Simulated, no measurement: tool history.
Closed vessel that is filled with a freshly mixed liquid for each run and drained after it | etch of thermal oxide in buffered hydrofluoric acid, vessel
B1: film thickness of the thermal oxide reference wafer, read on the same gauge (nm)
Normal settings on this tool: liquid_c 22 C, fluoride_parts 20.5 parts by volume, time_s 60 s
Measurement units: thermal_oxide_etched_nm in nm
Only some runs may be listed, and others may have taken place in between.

run 1 day=0 | liquid_c=22 fluoride_parts=20.5 time_s=60 | B1=50 | thermal_oxide_etched_nm=30.52
run 2 day=1.942 | liquid_c=22 fluoride_parts=20.5 time_s=60 | B1=50 | thermal_oxide_etched_nm=30.85
run 3 day=4.254 | liquid_c=22 fluoride_parts=20.5 time_s=60 | B1=50 | thermal_oxide_etched_nm=30.57
run 4 day=6.8 | liquid_c=22 fluoride_parts=20.5 time_s=60 | B1=50.02 | thermal_oxide_etched_nm=30.77
run 5 day=7.967 | liquid_c=22 fluoride_parts=20.5 time_s=60 | B1=50 | thermal_oxide_etched_nm=31.58
run 6 day=10.071 | liquid_c=22 fluoride_parts=20.5 time_s=60 | B1=50.01 | thermal_oxide_etched_nm=31.31
run 7 day=12.108 | liquid_c=24.5 fluoride_parts=20.5 time_s=60 | B1=50 | thermal_oxide_etched_nm=35.88
run 8 day=13.879 | liquid_c=24.5 fluoride_parts=20.5 time_s=60 | B1=49.99 | thermal_oxide_etched_nm=35.59
run 9 day=16.25 | liquid_c=22 fluoride_parts=20.5 time_s=60 | B1=50.02 | thermal_oxide_etched_nm=31
run 10 day=17.571 | liquid_c=19 fluoride_parts=20.5 time_s=60 | B1=50 | thermal_oxide_etched_nm=26.47
run 11 day=19.933 | liquid_c=19 fluoride_parts=20.5 time_s=60 | B1=50 | thermal_oxide_etched_nm=27.25
run 12 day=20.967 | liquid_c=19 fluoride_parts=20.5 time_s=60 | B1=50 | thermal_oxide_etched_nm=26.94
run 13 day=22.704 | liquid_c=22 fluoride_parts=20.5 time_s=60 | B1=50 | thermal_oxide_etched_nm=32.46
-- day=23.962 gauge calibrated
-- day=25.15 thermometer replaced
run 14 day=25.162 | liquid_c=22 fluoride_parts=20.5 time_s=60 | B1=49.99 | thermal_oxide_etched_nm=34.52
run 15 day=33.054 | liquid_c=20.5 fluoride_parts=20.5 time_s=60 | B1=50 | thermal_oxide_etched_nm=32.5
run 16 day=34.225 | liquid_c=17.5 fluoride_parts=13 time_s=60 | B1=50.01 | thermal_oxide_etched_nm=43.01
run 17 day=36.958 | liquid_c=22 fluoride_parts=20.5 time_s=60 | B1=49.99 | thermal_oxide_etched_nm=34.84
run 18 day=38.596 | liquid_c=22 fluoride_parts=20.5 time_s=60 | B1=50.01 | thermal_oxide_etched_nm=35.59
run 19 day=40.454 | liquid_c=19.5 fluoride_parts=26 time_s=30 | B1=50.02 | thermal_oxide_etched_nm=13.17
run 20 day=42.967 | liquid_c=22 fluoride_parts=27.5 time_s=80 | B1=50.01 | thermal_oxide_etched_nm=39.16
-- day=43.946 thermometer replaced, repeated, since the last time left the tool worse
run 21 day=44.312 | liquid_c=22 fluoride_parts=20.5 time_s=75 | B1=50 | thermal_oxide_etched_nm=38.67
run 22 day=45.754 | liquid_c=22 fluoride_parts=20.5 time_s=60 | B1=50 | thermal_oxide_etched_nm=30.51
-- day=52.479 hydrofluoric acid flow meter replaced
run 23 day=53.204 | liquid_c=19.5 fluoride_parts=14 time_s=75 | B1=50 | thermal_oxide_etched_nm=49.07
run 24 day=55.221 | liquid_c=22 fluoride_parts=26 time_s=45 | B1=49.98 | thermal_oxide_etched_nm=19.7
run 25 day=56.9 | liquid_c=22 fluoride_parts=20.5 time_s=60 | B1=50.01 | thermal_oxide_etched_nm=31.37
run 26 day=58.371 | liquid_c=22 fluoride_parts=20.5 time_s=30 | B1=50 | thermal_oxide_etched_nm=15.72
run 27 day=59.642 | liquid_c=25.5 fluoride_parts=15.5 time_s=30 | B1=50.03 | thermal_oxide_etched_nm=24.92
run 28 day=62.125 | liquid_c=22 fluoride_parts=20.5 time_s=60 | B1=50.02 | thermal_oxide_etched_nm=31.4
run 29 day=63.392 | liquid_c=22 fluoride_parts=18 time_s=60 | B1=49.99 | thermal_oxide_etched_nm=35.48
run 30 day=66.296 | liquid_c=19.5 fluoride_parts=20.5 time_s=80 | B1=50.03 | thermal_oxide_etched_nm=37.56
run 31 day=67.588 | liquid_c=22 fluoride_parts=24 time_s=30 | B1=50.01 | thermal_oxide_etched_nm=14.35
run 32 day=69.046 | liquid_c=22 fluoride_parts=13.5 time_s=70 | B1=50.01 | thermal_oxide_etched_nm=56.79
-- day=70.804 thermometer replaced
run 33 day=70.829 | liquid_c=22 fluoride_parts=20.5 time_s=60 | B1=50.01 | thermal_oxide_etched_nm=29.99
run 34 day=73.425 | liquid_c=24.5 fluoride_parts=20.5 time_s=45 | B1=50.01 | thermal_oxide_etched_nm=26.3

Below are 3 alternative next runs, each starting from the tool's condition after run 34. Predict each:
run A day=73.454 | liquid_c=22 fluoride_parts=20.5 time_s=70 | B1=? | thermal_oxide_etched_nm=?
run B day=73.454 | liquid_c=22 fluoride_parts=20.5 time_s=90 | B1=? | thermal_oxide_etched_nm=?
run C day=73.454 | liquid_c=26 fluoride_parts=13.5 time_s=45 | B1=? | thermal_oxide_etched_nm=?

run=A B1=50 thermal_oxide_etched_nm=35.3
run=B B1=50 thermal_oxide_etched_nm=45.38
run=C B1=50 thermal_oxide_etched_nm=42.27
What these runs would have given with no unlogged condition in the tool:
run=A thermal_oxide_etched_nm=35.04
run=B thermal_oxide_etched_nm=45.05
run=C thermal_oxide_etched_nm=41.98
